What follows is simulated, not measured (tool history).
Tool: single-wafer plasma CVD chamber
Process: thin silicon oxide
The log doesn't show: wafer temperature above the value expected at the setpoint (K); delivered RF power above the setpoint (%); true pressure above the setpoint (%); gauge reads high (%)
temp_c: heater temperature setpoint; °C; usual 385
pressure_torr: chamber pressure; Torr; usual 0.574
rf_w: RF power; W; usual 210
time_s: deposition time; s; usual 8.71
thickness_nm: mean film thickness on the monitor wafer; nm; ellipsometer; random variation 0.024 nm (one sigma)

| run | hour | temp_c | pressure_torr | rf_w | time_s | wafers since the last listed run | hours since the last thermocouple change | hours since the last RF generator calibration | hours since the last manometer calibration | hours since the showerhead was replaced | hours since the gauge calibration | read-back reference wafer on the same gauge, thickness_nm | thickness_nm |
|---|---|---|---|---|---|---|---|---|---|---|---|---|---|
| 1 | 0.0 | 376 | 0.574 | 210 | 8.71 | 0 | 680.6 | 1327.2 | 1746.3 | 4959.8 | 136.0 | 9.191 | 9.674 |
| 2 | 63.7 | 376 | 0.574 | 210 | 8.71 | 1169 | 744.3 | 1390.9 | 1810.0 | 5023.5 | 199.7 | 9.196 | 9.655 |
| 3 | 110.8 | 376 | 0.574 | 210 | 8.71 | 864 | 791.4 | 1438.0 | 1857.1 | 5070.6 | 246.8 | 9.193 | 9.664 |
| 4 | 204.1 | 385 | 0.574 | 210 | 8.71 | 1713 | 884.7 | 1531.3 | 1950.4 | 5163.9 | 340.1 | 9.182 | 9.565 |
| 5 | 264.9 | 385 | 0.574 | 210 | 8.71 | 1116 | 945.5 | 1592.1 | 2011.2 | 5224.7 | 400.9 | 9.194 | 9.584 |
| 6 | 336.3 | 389 | 0.574 | 210 | 8.71 | 1311 | 1016.9 | 1663.5 | 2082.6 | 5296.1 | 472.3 | 9.188 | 9.529 |
| 7 | 418.1 | 389 | 0.574 | 210 | 8.71 | 1502 | 1098.7 | 1745.3 | 2164.4 | 5377.9 | 554.1 | 9.189 | 9.502 |
| 8 | 516.2 | 385 | 0.574 | 210 | 8.71 | 1801 | 1196.8 | 1843.4 | 2262.5 | 5476.0 | 652.2 | 9.193 | 9.486 |
|  | 530.8 | capacitance manometer re-zeroed and calibrated |
| 9 | 560.6 | 385 | 0.574 | 210 | 8.71 | 668 | 1241.2 | 1887.8 | 29.8 | 5520.4 | 696.6 | 9.195 | 9.992 |
| 10 | 658.9 | 381 | 0.646 | 200 | 9.40 | 1804 | 1339.5 | 1986.1 | 128.1 | 5618.7 | 794.9 | 9.188 | 11.744 |
|  | 721.9 | RF generator calibrated |
| 11 | 749.6 | 385 | 0.574 | 170 | 9.94 | 1518 | 1430.2 | 27.7 | 218.8 | 5709.4 | 885.6 | 9.187 | 10.195 |
|  | 918.2 | gauge calibrated |
| 12 | 968.6 | 385 | 0.446 | 210 | 8.71 | 4021 | 1649.2 | 246.7 | 437.8 | 5928.4 | 50.4 | 9.190 | 7.671 |

Forecast run 13:
| 13 | 1047.5 | 378 | 0.574 | 245 | 9.30 | 1448 | 1728.1 | 325.6 | 516.7 | 6007.3 | 129.3 | ? | ? |

read-back reference wafer on the same gauge, thickness_nm: 9.190
thickness_nm: 11.382 nm
Without the tool's hidden state the same run would have given thickness_nm 11.404 nm.
